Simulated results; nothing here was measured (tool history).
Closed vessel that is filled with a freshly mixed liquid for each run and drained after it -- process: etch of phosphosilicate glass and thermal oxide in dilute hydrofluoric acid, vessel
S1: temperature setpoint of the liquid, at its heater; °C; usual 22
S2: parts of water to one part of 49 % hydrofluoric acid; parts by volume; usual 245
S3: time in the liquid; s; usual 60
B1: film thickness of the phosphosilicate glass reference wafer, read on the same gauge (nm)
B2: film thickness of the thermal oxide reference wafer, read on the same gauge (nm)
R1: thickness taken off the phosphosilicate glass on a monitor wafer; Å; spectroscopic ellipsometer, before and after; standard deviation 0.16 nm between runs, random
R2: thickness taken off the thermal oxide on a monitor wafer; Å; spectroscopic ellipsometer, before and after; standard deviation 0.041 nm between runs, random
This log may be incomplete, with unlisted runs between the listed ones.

run 1 day=0 | S1=22 S2=315 S3=60 | B1=139.98 B2=50.013 | R1=133.3 R2=6.71
run 2 day=1.092 | S1=22 S2=245 S3=60 | B1=140.02 B2=50.014 | R1=182.6 R2=9.68
run 3 day=3.796 | S1=22 S2=245 S3=60 | B1=140.01 B2=50.01 | R1=180.8 R2=9.62
run 4 day=5.642 | S1=24 S2=245 S3=60 | B1=140.01 B2=50.005 | R1=199.2 R2=9.37
run 5 day=7.079 | S1=24 S2=245 S3=60 | B1=140.02 B2=50.022 | R1=198.6 R2=10.15
-- day=8.312 gauge calibrated
run 6 day=9.533 | S1=22 S2=245 S3=60 | B1=140 B2=49.996 | R1=181.5 R2=9.03
run 7 day=10.979 | S1=22 S2=245 S3=60 | B1=139.99 B2=50 | R1=187.2 R2=9.78
run 8 day=17.088 | S1=20.5 S2=290 S3=85 | B1=139.98 B2=50.007 | R1=201.4 R2=10.01
run 9 day=19.767 | S1=23.5 S2=280 S3=60 | B1=140 B2=50.012 | R1=167.5 R2=8.4
run 10 day=22.279 | S1=22 S2=145 S3=35 | B1=140.01 B2=50.002 | R1=205.3 R2=10.23
run 11 day=25.096 | S1=25 S2=170 S3=90 | B1=140.01 B2=50.007 | R1=493.6 R2=24.63
run 12 day=27.333 | S1=22 S2=245 S3=60 | B1=140 B2=49.988 | R1=187.9 R2=9.41
-- day=27.667 hydrofluoric acid flow meter replaced
run 13 day=30.212 | S1=24.5 S2=300 S3=45 | B1=140.02 B2=49.975 | R1=127.4 R2=6.08
-- day=30.85 thermometer replaced
run 14 day=32.588 | S1=22 S2=245 S3=40 | B1=140.02 B2=50.018 | R1=132.8 R2=6.37
run 15 day=34.171 | S1=22 S2=315 S3=60 | B1=140.01 B2=50.035 | R1=146.6 R2=7.52
run 16 day=36.933 | S1=22 S2=160 S3=60 | B1=140 B2=50.014 | R1=329 R2=17.24
-- day=38.521 hydrofluoric acid flow meter replaced, repeated, since the last time left the tool worse
run 17 day=39.258 | S1=22 S2=245 S3=60 | B1=139.99 B2=50.003 | R1=178.3 R2=9.05
run 18 day=40.638 | S1=22 S2=295 S3=60 | B1=140 B2=49.992 | R1=140.2 R2=6.96
run 19 day=42.808 | S1=22 S2=245 S3=60 | B1=139.97 B2=50.002 | R1=176.1 R2=8.82
run 20 day=44.308 | S1=22 S2=245 S3=60 | B1=140.01 B2=49.979 | R1=177.2 R2=9.02
run 21 day=45.533 | S1=18 S2=320 S3=90 | B1=139.99 B2=50.005 | R1=166.7 R2=8.28
run 22 day=47.921 | S1=22 S2=245 S3=60 | B1=140 B2=50.003 | R1=181.8 R2=9.63
run 23 day=49.483 | S1=19.5 S2=325 S3=70 | B1=140.02 B2=49.995 | R1=135.6 R2=6.28
run 24 day=50.758 | S1=22 S2=245 S3=35 | B1=140.01 B2=50.003 | R1=104.3 R2=5.4
run 25 day=51.933 | S1=18.5 S2=160 S3=45 | B1=140 B2=50.009 | R1=196.8 R2=9.69

Below are 4 alternative next runs, each starting from the tool's condition after run 25. Predict each:
run A day=51.962 | S1=22 S2=245 S3=60 | B1=? B2=? | R1=? R2=?
run B day=51.962 | S1=22 S2=195 S3=60 | B1=? B2=? | R1=? R2=?
run C day=51.962 | S1=19 S2=360 S3=60 | B1=? B2=? | R1=? R2=?
run D day=51.962 | S1=24.5 S2=155 S3=40 | B1=? B2=? | R1=? R2=?

run=A B1=139.99 B2=50.009 R1=178.8 R2=8.66
run=B B1=139.99 B2=50.009 R1=236.1 R2=11.44
run=C B1=139.99 B2=50.009 R1=98.5 R2=4.77
run=D B1=139.99 B2=50.009 R1=227.3 R2=11.01
Without the tool's hidden state the same runs would have given:
run=A R1=174.5 R2=8.46
run=B R1=230.6 R2=11.17
run=C R1=96 R2=4.65
run=D R1=222.1 R2=10.76

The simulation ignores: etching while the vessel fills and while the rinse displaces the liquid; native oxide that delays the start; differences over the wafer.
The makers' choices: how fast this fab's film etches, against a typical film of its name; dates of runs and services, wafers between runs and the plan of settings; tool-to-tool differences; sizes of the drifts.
